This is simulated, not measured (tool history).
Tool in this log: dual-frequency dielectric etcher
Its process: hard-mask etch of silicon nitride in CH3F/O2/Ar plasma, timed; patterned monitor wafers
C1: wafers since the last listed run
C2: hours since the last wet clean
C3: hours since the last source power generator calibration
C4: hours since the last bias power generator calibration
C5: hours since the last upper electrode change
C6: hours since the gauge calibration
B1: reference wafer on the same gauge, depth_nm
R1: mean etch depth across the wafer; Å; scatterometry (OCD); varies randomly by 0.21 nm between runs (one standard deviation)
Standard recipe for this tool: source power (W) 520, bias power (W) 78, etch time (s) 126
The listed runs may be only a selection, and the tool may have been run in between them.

{"run": 1, "day": 0.0, "source power (W)": 450, "bias power (W)": 78, "etch time (s)": 126, "C1": 0, "C2": 117.1, "C3": 1380.9, "C4": 3482.2, "C5": 2882.3, "C6": 1179.8, "B1": 85.1, "R1": 1020}
{"run": 2, "day": 3.754, "source power (W)": 520, "bias power (W)": 87, "etch time (s)": 126, "C1": 1053, "C2": 207.2, "C3": 1471, "C4": 3572.3, "C5": 2972.4, "C6": 1269.9, "B1": 85, "R1": 1097}
{"run": 3, "day": 6.746, "source power (W)": 520, "bias power (W)": 87, "etch time (s)": 126, "C1": 839, "C2": 279, "C3": 1542.8, "C4": 3644.1, "C5": 3044.2, "C6": 1341.7, "B1": 85, "R1": 1097}
{"run": 4, "day": 9.729, "source power (W)": 520, "bias power (W)": 87, "etch time (s)": 126, "C1": 837, "C2": 350.6, "C3": 1614.4, "C4": 3715.7, "C5": 3115.8, "C6": 1413.3, "B1": 85, "R1": 1103}
{"run": 5, "day": 13.025, "source power (W)": 520, "bias power (W)": 78, "etch time (s)": 126, "C1": 924, "C2": 429.7, "C3": 1693.5, "C4": 3794.8, "C5": 3194.9, "C6": 1492.4, "B1": 85, "R1": 1064}
{"run": 6, "day": 14.85, "source power (W)": 520, "bias power (W)": 78, "etch time (s)": 126, "C1": 512, "C2": 473.5, "C3": 1737.3, "C4": 3838.6, "C5": 3238.7, "C6": 1536.2, "B1": 85, "R1": 1065}
{"day": 18.883, "done": "wet clean of the chamber"}
{"run": 7, "day": 18.904, "source power (W)": 520, "bias power (W)": 78, "etch time (s)": 109, "C1": 857, "C2": 0.5, "C3": 1834.6, "C4": 3935.9, "C5": 3336, "C6": 1633.5, "B1": 85, "R1": 923}
{"run": 8, "day": 22.158, "source power (W)": 520, "bias power (W)": 78, "etch time (s)": 126, "C1": 913, "C2": 78.6, "C3": 1912.7, "C4": 4014, "C5": 3414.1, "C6": 1711.6, "B1": 85.1, "R1": 1062}
{"run": 9, "day": 23.933, "source power (W)": 430, "bias power (W)": 78, "etch time (s)": 141, "C1": 498, "C2": 121.2, "C3": 1955.3, "C4": 4056.6, "C5": 3456.7, "C6": 1754.2, "B1": 85, "R1": 1132}
{"run": 10, "day": 26.175, "source power (W)": 430, "bias power (W)": 78, "etch time (s)": 141, "C1": 629, "C2": 175, "C3": 2009.1, "C4": 4110.4, "C5": 3510.5, "C6": 1808, "B1": 85, "R1": 1134}
{"run": 11, "day": 29.592, "source power (W)": 520, "bias power (W)": 78, "etch time (s)": 126, "C1": 958, "C2": 257, "C3": 2091.1, "C4": 4192.4, "C5": 3592.5, "C6": 1890, "B1": 85, "R1": 1069}
{"run": 12, "day": 33.192, "source power (W)": 520, "bias power (W)": 78, "etch time (s)": 126, "C1": 1010, "C2": 343.4, "C3": 2177.5, "C4": 4278.8, "C5": 3678.9, "C6": 1976.4, "B1": 85, "R1": 1069}
{"day": 37.062, "done": "bias power generator calibrated"}
{"run": 13, "day": 37.608, "source power (W)": 520, "bias power (W)": 78, "etch time (s)": 126, "C1": 1192, "C2": 449.4, "C3": 2283.5, "C4": 13.1, "C5": 3784.9, "C6": 2082.4, "B1": 85, "R1": 1070}
{"day": 39.379, "done": "wet clean of the chamber"}
{"run": 14, "day": 41.642, "source power (W)": 520, "bias power (W)": 86, "etch time (s)": 126, "C1": 851, "C2": 54.3, "C3": 2380.3, "C4": 109.9, "C5": 3881.7, "C6": 2179.2, "B1": 85, "R1": 1104}
{"run": 15, "day": 43.492, "source power (W)": 520, "bias power (W)": 78, "etch time (s)": 126, "C1": 519, "C2": 98.7, "C3": 2424.7, "C4": 154.3, "C5": 3926.1, "C6": 2223.6, "B1": 85, "R1": 1071}
{"run": 16, "day": 46.75, "source power (W)": 390, "bias power (W)": 96, "etch time (s)": 109.5, "C1": 914, "C2": 176.9, "C3": 2502.9, "C4": 232.5, "C5": 4004.3, "C6": 2301.8, "B1": 85.1, "R1": 915}
{"day": 50.088, "done": "upper electrode replaced"}
{"run": 17, "day": 50.496, "source power (W)": 520, "bias power (W)": 68, "etch time (s)": 104, "C1": 770, "C2": 266.8, "C3": 2592.8, "C4": 322.4, "C5": 9.8, "C6": 2391.7, "B1": 85, "R1": 849}
{"run": 18, "day": 52.792, "source power (W)": 470, "bias power (W)": 78, "etch time (s)": 126, "C1": 644, "C2": 321.9, "C3": 2647.9, "C4": 377.5, "C5": 64.9, "C6": 2446.8, "B1": 85, "R1": 1039}
{"run": 19, "day": 54.646, "source power (W)": 590, "bias power (W)": 78, "etch time (s)": 126, "C1": 520, "C2": 366.4, "C3": 2692.4, "C4": 422, "C5": 109.4, "C6": 2491.3, "B1": 85, "R1": 1114}
{"run": 20, "day": 56.933, "source power (W)": 520, "bias power (W)": 78, "etch time (s)": 126, "C1": 641, "C2": 421.3, "C3": 2747.3, "C4": 476.9, "C5": 164.3, "C6": 2546.2, "B1": 85, "R1": 1076}
{"day": 59.017, "done": "wet clean of the chamber"}
{"run": 21, "day": 59.038, "source power (W)": 520, "bias power (W)": 58, "etch time (s)": 94, "C1": 309, "C2": 0.5, "C3": 2797.8, "C4": 527.4, "C5": 214.8, "C6": 2596.7, "B1": 85, "R1": 741}
{"day": 61.538, "done": "source power generator calibrated"}
{"run": 22, "day": 63.088, "source power (W)": 590, "bias power (W)": 86, "etch time (s)": 126, "C1": 1089, "C2": 97.7, "C3": 37.2, "C4": 624.6, "C5": 312, "C6": 2693.9, "B1": 85, "R1": 1134}
{"day": 71.283, "done": "gauge calibrated"}
{"run": 23, "day": 73.7, "source power (W)": 640, "bias power (W)": 65, "etch time (s)": 99.5, "C1": 2977, "C2": 352.4, "C3": 291.9, "C4": 879.3, "C5": 566.7, "C6": 58, "B1": 85, "R1": 842}
{"day": 82.554, "done": "wet clean of the chamber"}
{"run": 24, "day": 85.467, "source power (W)": 570, "bias power (W)": 78, "etch time (s)": 126, "C1": 3021, "C2": 69.9, "C3": 574.3, "C4": 1161.7, "C5": 849.1, "C6": 340.4, "B1": 85, "R1": 1090}
{"run": 25, "day": 87.679, "source power (W)": 610, "bias power (W)": 72, "etch time (s)": 113, "C1": 620, "C2": 123, "C3": 627.4, "C4": 1214.8, "C5": 902.2, "C6": 393.5, "B1": 85, "R1": 974}
{"run": 26, "day": 90.667, "source power (W)": 590, "bias power (W)": 72, "etch time (s)": 126, "C1": 838, "C2": 194.7, "C3": 699.1, "C4": 1286.5, "C5": 973.9, "C6": 465.2, "B1": 85, "R1": 1075}
{"run": 27, "day": 94.071, "source power (W)": 450, "bias power (W)": 96, "etch time (s)": 139, "C1": 955, "C2": 276.4, "C3": 780.8, "C4": 1368.2, "C5": 1055.6, "C6": 546.9, "B1": 85, "R1": 1197}
{"run": 28, "day": 98.496, "source power (W)": 520, "bias power (W)": 84, "etch time (s)": 126, "C1": 1241, "C2": 382.6, "C3": 887, "C4": 1474.4, "C5": 1161.8, "C6": 653.1, "B1": 85.1, "R1": 1085}
{"run": 29, "day": 100.008, "source power (W)": 520, "bias power (W)": 78, "etch time (s)": 126, "C1": 424, "C2": 418.9, "C3": 923.3, "C4": 1510.7, "C5": 1198.1, "C6": 689.4, "B1": 85, "R1": 1063}

Some steps in R1, run to run, broken into two amounts with sign: the step expected even without the hidden condition (settings, incoming material, random variation), and the rest, left for the hidden condition together with whatever gauge scatter is not in both the measured and the hidden-condition-free result:
Hidden state at play: etch rate over this chamber's usual, %; source power that arrives over what is set, %; bias power that arrives over what is set, %; gauge reads high (%).
Run 20 -> 21: bias power (W) 78 -> 58, etch time (s) 126 -> 94, wet clean of the chamber. R1 -335 Å: hidden state -4, all else -331.
Run 21 -> 22: source power (W) 520 -> 590, bias power (W) 58 -> 86, etch time (s) 94 -> 126, source power generator calibrated. R1 +393 Å: hidden state -13, all else +406.
